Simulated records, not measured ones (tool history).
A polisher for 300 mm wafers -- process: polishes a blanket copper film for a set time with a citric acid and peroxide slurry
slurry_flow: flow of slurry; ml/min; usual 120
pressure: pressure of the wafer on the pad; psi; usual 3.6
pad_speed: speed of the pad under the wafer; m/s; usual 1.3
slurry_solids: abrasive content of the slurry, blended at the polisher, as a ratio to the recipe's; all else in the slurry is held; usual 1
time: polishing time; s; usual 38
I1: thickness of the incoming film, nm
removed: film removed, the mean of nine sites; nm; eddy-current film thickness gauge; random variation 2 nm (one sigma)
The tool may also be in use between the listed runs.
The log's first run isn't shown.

Run 2, hour 45.7: usual settings; I1 700.8. Result: removed 135.8 nm.
At hour 74.8: slurry blender recalibrated.
Run 3, hour 114.6: usual settings; I1 710.8. Result: removed 144.5 nm.
At hour 119.2: slurry nozzle cleaned.
Run 4, hour 167.5: usual settings but pad_speed 1 m/s; I1 705. Result: removed 121.2 nm.
Run 5, hour 231.1: usual settings but pad_speed 1 m/s; I1 704.4. Result: removed 120.3 nm.
Run 6, hour 258.3: usual settings but time 50 s; I1 690.1. Result: removed 186.6 nm.
At hour 281.9: head pressure recalibrated.
Run 7, hour 328: usual settings but pad_speed 1.52 m/s; I1 708.8. Result: removed 158.2 nm.
At hour 360.9: worn pad replaced by a new one.
Run 8, hour 366: usual settings but pressure 3.3 psi; I1 695.6. Result: removed 135.1 nm.
Run 9, hour 416.8: usual settings; I1 706.5. Result: removed 139.8 nm.
Run 10, hour 456.8: usual settings; I1 703.4. Result: removed 134.9 nm.
Run 11, hour 496.8: usual settings but slurry_flow 105 ml/min, pressure 2.7 psi, pad_speed 1.58 m/s, slurry_solids 0.8; I1 695.8. Result: removed 121.5 nm.
Run 12, hour 566.3: usual settings; I1 692.5. Result: removed 132.2 nm.
At hour 593: slurry nozzle cleaned.
At hour 605.9: slurry blender recalibrated.
Run 13, hour 615.4: usual settings; I1 689. Result: removed 148.5 nm.
Run 14, hour 663.3: usual settings but slurry_flow 135 ml/min; I1 698.6. Result: removed 149.9 nm.
Run 15, hour 728: usual settings; I1 700. Result: removed 144 nm.
Run 16, hour 764.4: usual settings but slurry_flow 90 ml/min, pad_speed 1 m/s, slurry_solids 1.1, time 27 s; I1 698.2. Result: removed 79 nm.
At hour 800.8: worn pad replaced by a new one.
Run 17, hour 808.8: usual settings; I1 684.8. Result: removed 144.2 nm.
Run 18, hour 875.5: usual settings but pad_speed 1.12 m/s; I1 699.3. Result: removed 129.4 nm.
Run 19, hour 918.9: usual settings but slurry_flow 140 ml/min, pressure 2.4 psi, time 47 s; I1 698.3. Result: removed 146.8 nm.
Run 20, hour 968: usual settings but pad_speed 0.9 m/s; I1 697.3. Result: removed 112.5 nm.
At hour 1041.7: slurry nozzle cleaned.
At hour 1086.1: head pressure recalibrated.
At hour 1100.9: slurry blender recalibrated.
Run 21, hour 1180.1: usual settings but pressure 4.5 psi, pad_speed 1.68 m/s; I1 710.2. Result: removed 201.8 nm.
Run 22, hour 1249.7: usual settings but slurry_flow 80 ml/min, pad_speed 0.9 m/s; I1 695.8. Result: removed 94.8 nm.
Run 23, hour 1311.8: usual settings but time 45 s; I1 697.8. Result: removed 170.5 nm.

What does the tool deliver on the next run?
At hour 1332.3: worn pad replaced by a new one.
Run 24, hour 1374.2: usual settings but pressure 4.9 psi, pad_speed 1.44 m/s; I1 699. Result: removed ?.

Run 24 produced removed 180 nm.
Without the tool's hidden state the same run would have given removed 187 nm.

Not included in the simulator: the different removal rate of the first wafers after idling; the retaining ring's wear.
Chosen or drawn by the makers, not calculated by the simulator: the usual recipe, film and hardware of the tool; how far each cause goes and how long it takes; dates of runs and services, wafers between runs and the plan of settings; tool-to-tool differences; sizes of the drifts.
